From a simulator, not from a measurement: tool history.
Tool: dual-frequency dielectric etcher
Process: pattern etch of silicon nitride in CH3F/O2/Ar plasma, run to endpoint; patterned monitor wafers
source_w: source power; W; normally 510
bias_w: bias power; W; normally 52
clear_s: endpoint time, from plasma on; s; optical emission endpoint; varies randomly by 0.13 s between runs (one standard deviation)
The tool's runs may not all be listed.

| run | hour | source_w | bias_w | wafers since the last listed run | hours since the last wet clean | hours since the last source power generator calibration | hours since the last bias power generator calibration | hours since the last upper electrode change | incoming incoming film thickness, nm | clear_s |
|---|---|---|---|---|---|---|---|---|---|---|
| 1 | 0.0 | 510 | 48 | 0 | 569.7 | 2451.5 | 1555.9 | 3928.2 | 28.97 | 42.5 |
|  | 104.1 | wet clean of the chamber |
| 2 | 104.6 | 510 | 48 | 724 | 0.5 | 2556.1 | 1660.5 | 4032.8 | 29.22 | 42.2 |
| 3 | 178.0 | 510 | 48 | 659 | 73.9 | 2629.5 | 1733.9 | 4106.2 | 28.82 | 41.7 |
| 4 | 253.3 | 510 | 45 | 676 | 149.2 | 2704.8 | 1809.2 | 4181.5 | 29.47 | 43.4 |
| 5 | 341.7 | 510 | 45 | 794 | 237.6 | 2793.2 | 1897.6 | 4269.9 | 28.92 | 42.6 |
| 6 | 409.7 | 510 | 45 | 611 | 305.6 | 2861.2 | 1965.6 | 4337.9 | 29.28 | 43.0 |
| 7 | 501.4 | 510 | 61 | 824 | 397.3 | 2952.9 | 2057.3 | 4429.6 | 29.19 | 40.1 |
| 8 | 548.2 | 510 | 52 | 420 | 444.1 | 2999.7 | 2104.1 | 4476.4 | 29.07 | 41.4 |
| 9 | 594.1 | 510 | 52 | 412 | 490.0 | 3045.6 | 2150.0 | 4522.3 | 29.19 | 41.7 |
| 10 | 688.8 | 510 | 44 | 851 | 584.7 | 3140.3 | 2244.7 | 4617.0 | 28.66 | 42.7 |
|  | 766.0 | wet clean of the chamber |
| 11 | 778.2 | 510 | 43 | 587 | 12.2 | 3229.7 | 2334.1 | 4706.4 | 29.58 | 45.0 |
| 12 | 819.1 | 510 | 43 | 367 | 53.1 | 3270.6 | 2375.0 | 4747.3 | 29.16 | 44.1 |
| 13 | 869.4 | 510 | 52 | 452 | 103.4 | 3320.9 | 2425.3 | 4797.6 | 29.18 | 42.6 |
| 14 | 909.1 | 440 | 52 | 356 | 143.1 | 3360.6 | 2465.0 | 4837.3 | 29.37 | 46.0 |
| 15 | 979.7 | 440 | 52 | 634 | 213.7 | 3431.2 | 2535.6 | 4907.9 | 29.05 | 45.9 |
| 16 | 1073.0 | 550 | 52 | 838 | 307.0 | 3524.5 | 2628.9 | 5001.2 | 29.50 | 41.5 |
| 17 | 1166.2 | 550 | 52 | 837 | 400.2 | 3617.7 | 2722.1 | 5094.4 | 29.02 | 40.8 |
| 18 | 1250.8 | 510 | 52 | 760 | 484.8 | 3702.3 | 2806.7 | 5179.0 | 29.16 | 42.8 |
|  | 1361.9 | wet clean of the chamber, repeated, since the last time left the tool worse |
| 19 | 1362.4 | 510 | 52 | 787 | 0.5 | 3813.9 | 2918.3 | 5290.6 | 29.21 | 41.4 |
|  | 1401.6 | bias power generator calibrated |
| 20 | 1426.6 | 620 | 48 | 541 | 64.7 | 3878.1 | 25.0 | 5354.8 | 29.63 | 38.8 |
|  | 1501.0 | source power generator calibrated |
| 21 | 1533.6 | 400 | 57 | 925 | 171.7 | 32.6 | 132.0 | 5461.8 | 29.46 | 46.5 |
| 22 | 1632.2 | 510 | 52 | 886 | 270.3 | 131.2 | 230.6 | 5560.4 | 29.03 | 41.4 |
| 23 | 1692.6 | 580 | 46 | 542 | 330.7 | 191.6 | 291.0 | 5620.8 | 29.36 | 40.2 |
| 24 | 1748.5 | 460 | 52 | 502 | 386.6 | 247.5 | 346.9 | 5676.7 | 28.80 | 43.5 |
| 25 | 1808.5 | 510 | 45 | 539 | 446.6 | 307.5 | 406.9 | 5736.7 | 29.26 | 43.2 |
| 26 | 1868.8 | 410 | 40 | 542 | 506.9 | 367.8 | 467.2 | 5797.0 | 29.21 | 49.8 |
|  | 1918.2 | upper electrode replaced |
|  | 1954.5 | wet clean of the chamber |
| 27 | 1955.0 | 580 | 46 | 343 | 0.5 | 454.0 | 553.4 | 36.8 | 29.26 | 40.1 |
| 28 | 2025.9 | 510 | 52 | 637 | 71.4 | 524.9 | 624.3 | 107.7 | 29.31 | 41.9 |
| 29 | 2062.0 | 560 | 41 | 324 | 107.5 | 561.0 | 660.4 | 143.8 | 29.37 | 41.9 |
| 30 | 2146.4 | 600 | 52 | 758 | 191.9 | 645.4 | 744.8 | 228.2 | 28.92 | 38.3 |
| 31 | 2187.4 | 620 | 52 | 368 | 232.9 | 686.4 | 785.8 | 269.2 | 29.27 | 38.1 |
| 32 | 2277.3 | 560 | 41 | 808 | 322.8 | 776.3 | 875.7 | 359.1 | 29.08 | 41.7 |
| 33 | 2367.5 | 510 | 57 | 810 | 413.0 | 866.5 | 965.9 | 449.3 | 29.08 | 40.8 |
| 34 | 2462.1 | 470 | 64 | 850 | 507.6 | 961.1 | 1060.5 | 543.9 | 29.12 | 41.4 |

What differs in the tool's unlogged condition from the final listed run ahead of each entry between runs to the first listed run following it?
Between runs 1 and 2: wet clean of the chamber (hour 104.1)
  etch rate over this chamber's usual, %: -1.33 -> 0.0431
  measured less the result without the state, clear_s: +0.6 -> +0.0 s
Between runs 10 and 11: wet clean of the chamber (hour 766.0)
  etch rate over this chamber's usual, %: -1.18 -> -2.52
  measured less the result without the state, clear_s: +0.5 -> +1.2 s
Between runs 18 and 19: wet clean of the chamber, repeated, since the last time left the tool worse (hour 1361.9)
  etch rate over this chamber's usual, %: -3.51 -> 0.166
  measured less the result without the state, clear_s: +1.5 -> +0.0 s
Between runs 19 and 20: bias power generator calibrated (hour 1401.6)
  etch rate over this chamber's usual, %: 0.166 -> 0.0317
  measured less the result without the state, clear_s: +0.0 -> +0.0 s
Between runs 20 and 21: source power generator calibrated (hour 1501.0)
  etch rate over this chamber's usual, %: 0.0317 -> -0.192
  measured less the result without the state, clear_s: +0.0 -> +0.1 s
Between runs 26 and 27: upper electrode replaced (hour 1918.2); wet clean of the chamber (hour 1954.5)
  etch rate over this chamber's usual, %: -0.892 -> -0.404
  measured less the result without the state, clear_s: +0.5 -> +0.1 s

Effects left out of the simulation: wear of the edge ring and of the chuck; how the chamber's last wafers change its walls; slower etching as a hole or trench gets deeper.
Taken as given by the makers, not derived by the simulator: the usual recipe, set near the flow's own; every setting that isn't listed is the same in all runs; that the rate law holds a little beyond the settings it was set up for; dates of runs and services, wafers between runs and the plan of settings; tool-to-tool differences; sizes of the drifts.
